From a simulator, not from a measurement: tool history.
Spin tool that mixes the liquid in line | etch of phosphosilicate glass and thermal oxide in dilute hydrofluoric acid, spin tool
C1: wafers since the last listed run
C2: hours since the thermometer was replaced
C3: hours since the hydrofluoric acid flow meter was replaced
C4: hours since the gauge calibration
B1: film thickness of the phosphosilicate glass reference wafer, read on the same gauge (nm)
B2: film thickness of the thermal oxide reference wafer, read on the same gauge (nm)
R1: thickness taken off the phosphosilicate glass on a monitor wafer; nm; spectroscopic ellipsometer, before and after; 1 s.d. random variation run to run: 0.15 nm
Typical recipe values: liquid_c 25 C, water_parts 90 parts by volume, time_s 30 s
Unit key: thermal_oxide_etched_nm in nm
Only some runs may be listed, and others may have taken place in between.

Run 1, hour 0: usual settings; C1 0; C2 1472.5; C3 1776.6; C4 3936.3; B1 150; B2 49.987. Result: R1 26.22 nm, thermal_oxide_etched_nm 1.524 nm.
At hour 50.7: gauge calibrated.
Run 2, hour 107: usual settings; C1 929; C2 1579.5; C3 1883.6; C4 56.3; B1 149.99; B2 50.009. Result: R1 25.97 nm, thermal_oxide_etched_nm 1.47 nm.
Run 3, hour 186.9: usual settings; C1 694; C2 1659.4; C3 1963.5; C4 136.2; B1 149.97; B2 49.995. Result: R1 26.31 nm, thermal_oxide_etched_nm 1.502 nm.
Run 4, hour 282.1: usual settings; C1 827; C2 1754.6; C3 2058.7; C4 231.4; B1 150.02; B2 50.023. Result: R1 25.77 nm, thermal_oxide_etched_nm 1.511 nm.
Run 5, hour 384.4: usual settings; C1 888; C2 1856.9; C3 2161; C4 333.7; B1 149.99; B2 50.022. Result: R1 26.2 nm, thermal_oxide_etched_nm 1.526 nm.
At hour 447.6: thermometer replaced.
Run 6, hour 481.1: usual settings but liquid_c 21 C, water_parts 100 parts by volume, time_s 50 s; C1 831; C2 33.5; C3 2257.7; C4 430.4; B1 149.99; B2 49.992. Result: R1 34.15 nm, thermal_oxide_etched_nm 1.922 nm.
At hour 544.5: hydrofluoric acid flow meter replaced.
Run 7, hour 574.8: usual settings but time_s 25 s; C1 805; C2 127.2; C3 30.3; C4 524.1; B1 150.04; B2 49.974. Result: R1 23.09 nm, thermal_oxide_etched_nm 1.309 nm.
Run 8, hour 650.4: usual settings but water_parts 70 parts by volume, time_s 15 s; C1 656; C2 202.8; C3 105.9; C4 599.7; B1 149.97; B2 50.004. Result: R1 17.92 nm, thermal_oxide_etched_nm 1.038 nm.
Run 9, hour 726.5: usual settings; C1 661; C2 278.9; C3 182; C4 675.8; B1 150.03; B2 49.958. Result: R1 27.44 nm, thermal_oxide_etched_nm 1.586 nm.
Run 10, hour 934.5: usual settings but water_parts 65 parts by volume; C1 1807; C2 486.9; C3 390; C4 883.8; B1 149.97; B2 50.002. Result: R1 38.88 nm, thermal_oxide_etched_nm 2.208 nm.
Run 11, hour 976.1: usual settings but liquid_c 23.5 C, water_parts 130 parts by volume; C1 361; C2 528.5; C3 431.6; C4 925.4; B1 149.98; B2 49.965. Result: R1 16.92 nm, thermal_oxide_etched_nm 0.981 nm.
Run 12, hour 1036.9: usual settings but liquid_c 28.5 C, water_parts 50 parts by volume, time_s 50 s; C1 528; C2 589.3; C3 492.4; C4 986.2; B1 150.04; B2 50.008. Result: R1 98.64 nm, thermal_oxide_etched_nm 5.605 nm.
Run 13, hour 1139.5: usual settings; C1 891; C2 691.9; C3 595; C4 1088.8; B1 149.97; B2 50. Result: R1 27.09 nm, thermal_oxide_etched_nm 1.561 nm.
Run 14, hour 1196.3: usual settings; C1 493; C2 748.7; C3 651.8; C4 1145.6; B1 149.99; B2 50.008. Result: R1 27.06 nm, thermal_oxide_etched_nm 1.57 nm.
Run 15, hour 1421.6: usual settings; C1 1957; C2 974; C3 877.1; C4 1370.9; B1 150.03; B2 50.011. Result: R1 26.77 nm, thermal_oxide_etched_nm 1.516 nm.
Run 16, hour 1470.9: usual settings but liquid_c 27.5 C; C1 428; C2 1023.3; C3 926.4; C4 1420.2; B1 149.99; B2 50.003. Result: R1 29.62 nm, thermal_oxide_etched_nm 1.68 nm.
Run 17, hour 1781.1: usual settings but liquid_c 20.5 C; C1 2695; C2 1333.5; C3 1236.6; C4 1730.4; B1 150.04; B2 49.973. Result: R1 22.27 nm, thermal_oxide_etched_nm 1.285 nm.
Run 18, hour 1825.2: usual settings but liquid_c 29 C, water_parts 55 parts by volume, time_s 50 s; C1 383; C2 1377.6; C3 1280.7; C4 1774.5; B1 150.01; B2 50.008. Result: R1 88.52 nm, thermal_oxide_etched_nm 4.943 nm.
Run 19, hour 1902.8: usual settings but water_parts 125 parts by volume, time_s 20 s; C1 674; C2 1455.2; C3 1358.3; C4 1852.1; B1 149.97; B2 49.998. Result: R1 12.19 nm, thermal_oxide_etched_nm 0.698 nm.
Run 20, hour 1960.9: usual settings but liquid_c 22 C, water_parts 125 parts by volume, time_s 20 s; C1 504; C2 1513.3; C3 1416.4; C4 1910.2; B1 150.03; B2 49.964. Result: R1 10.79 nm, thermal_oxide_etched_nm 0.608 nm.
Run 21, hour 2017.4: usual settings but liquid_c 23 C; C1 490; C2 1569.8; C3 1472.9; C4 1966.7; B1 150; B2 49.983. Result: R1 24.1 nm, thermal_oxide_etched_nm 1.401 nm.
Run 22, hour 2072.8: usual settings but liquid_c 20.5 C, water_parts 125 parts by volume, time_s 15 s; C1 481; C2 1625.2; C3 1528.3; C4 2022.1; B1 150.02; B2 49.995. Result: R1 7.62 nm, thermal_oxide_etched_nm 0.431 nm.
Run 23, hour 2119.4: usual settings but liquid_c 21.5 C, water_parts 55 parts by volume, time_s 20 s; C1 404; C2 1671.8; C3 1574.9; C4 2068.7; B1 150; B2 49.984. Result: R1 25.95 nm, thermal_oxide_etched_nm 1.459 nm.
Run 24, hour 2190.7: usual settings; C1 619; C2 1743.1; C3 1646.2; C4 2140; B1 150.01; B2 50.012. Result: R1 26.28 nm, thermal_oxide_etched_nm 1.507 nm.
Run 25, hour 2249.9: usual settings but liquid_c 20.5 C; C1 514; C2 1802.3; C3 1705.4; C4 2199.2; B1 149.99; B2 49.987. Result: R1 21.76 nm, thermal_oxide_etched_nm 1.237 nm.
Run 26, hour 2317.1: usual settings; C1 583; C2 1869.5; C3 1772.6; C4 2266.4; B1 150.02; B2 50.02. Result: R1 25.71 nm, thermal_oxide_etched_nm 1.464 nm.

3 ways to go on from here, each from the tool as it stands after run 26. What would each give?
Run A, hour 2317.5: usual settings but liquid_c 26.5 C; C1 3; C2 1869.9; C3 1773; C4 2266.8; B1 ?; B2 ?. Result: R1 ?, thermal_oxide_etched_nm ?.
Run B, hour 2317.5: usual settings but water_parts 125 parts by volume; C1 3; C2 1869.9; C3 1773; C4 2266.8; B1 ?; B2 ?. Result: R1 ?, thermal_oxide_etched_nm ?.
Run C, hour 2317.5: usual settings but liquid_c 21 C; C1 3; C2 1869.9; C3 1773; C4 2266.8; B1 ?; B2 ?. Result: R1 ?, thermal_oxide_etched_nm ?.

run      B1      B2     R1  thermal_oxide_etched_nm
  A  150.01  50.032  27.82                    1.597
  B  150.01  50.032  18.08                    1.038
  C  150.01  50.032  22.29                    1.279
With no hidden state in the tool, these same runs would have given:
run     R1  thermal_oxide_etched_nm
  A  29.67                    1.703
  B  19.28                    1.107
  C  23.81                    1.366
